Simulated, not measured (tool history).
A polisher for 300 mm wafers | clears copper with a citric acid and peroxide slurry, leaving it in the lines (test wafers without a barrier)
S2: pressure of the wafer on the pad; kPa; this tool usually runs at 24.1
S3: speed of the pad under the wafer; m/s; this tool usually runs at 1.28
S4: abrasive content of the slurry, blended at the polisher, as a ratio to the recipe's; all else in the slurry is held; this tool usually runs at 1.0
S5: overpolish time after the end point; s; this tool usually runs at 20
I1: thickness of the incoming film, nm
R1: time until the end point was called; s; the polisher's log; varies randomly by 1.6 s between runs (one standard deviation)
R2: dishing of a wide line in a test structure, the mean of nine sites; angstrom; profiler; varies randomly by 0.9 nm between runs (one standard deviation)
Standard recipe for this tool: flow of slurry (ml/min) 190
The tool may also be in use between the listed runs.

Run 1, hour 0.0: usual settings but S2 20.0 kPa; I1 423.7. Result: R1 147.2 s, R2 402 angstrom.
Run 2, hour 59.3: usual settings; I1 431.8. Result: R1 132.0 s, R2 442 angstrom.
At hour 108.2: slurry blender recalibrated.
At hour 123.1: worn pad replaced by a new one.
Run 3, hour 154.3: usual settings; I1 429.3. Result: R1 127.5 s, R2 469 angstrom.
Run 4, hour 260.2: usual settings; I1 428.2. Result: R1 131.6 s, R2 447 angstrom.
Run 5, hour 302.3: usual settings; I1 421.2. Result: R1 131.7 s, R2 425 angstrom.
At hour 342.5: worn pad replaced by a new one.
Run 6, hour 370.4: usual settings but S4 1.2; I1 425.7. Result: R1 121.1 s, R2 473 angstrom.
At hour 393.3: slurry blender recalibrated.
At hour 416.7: slurry nozzle cleaned.
Run 7, hour 424.8: usual settings but S5 28 s; I1 426.9. Result: R1 126.4 s, R2 611 angstrom.
Run 8, hour 496.4: usual settings but S2 26.2 kPa; I1 430.0. Result: R1 124.8 s, R2 452 angstrom.

Estimate the outcome of run 9 from the log above:
Run 9, hour 547.5: usual settings but S2 26.2 kPa; I1 424.8. Result: R1 ?, R2 ?.

R1: 129.1 s
R2: 453 angstrom
Take away the tool's hidden state, keep the run-to-run variation as it was, and the same run would have given R1 129.2 s, R2 451 angstrom.
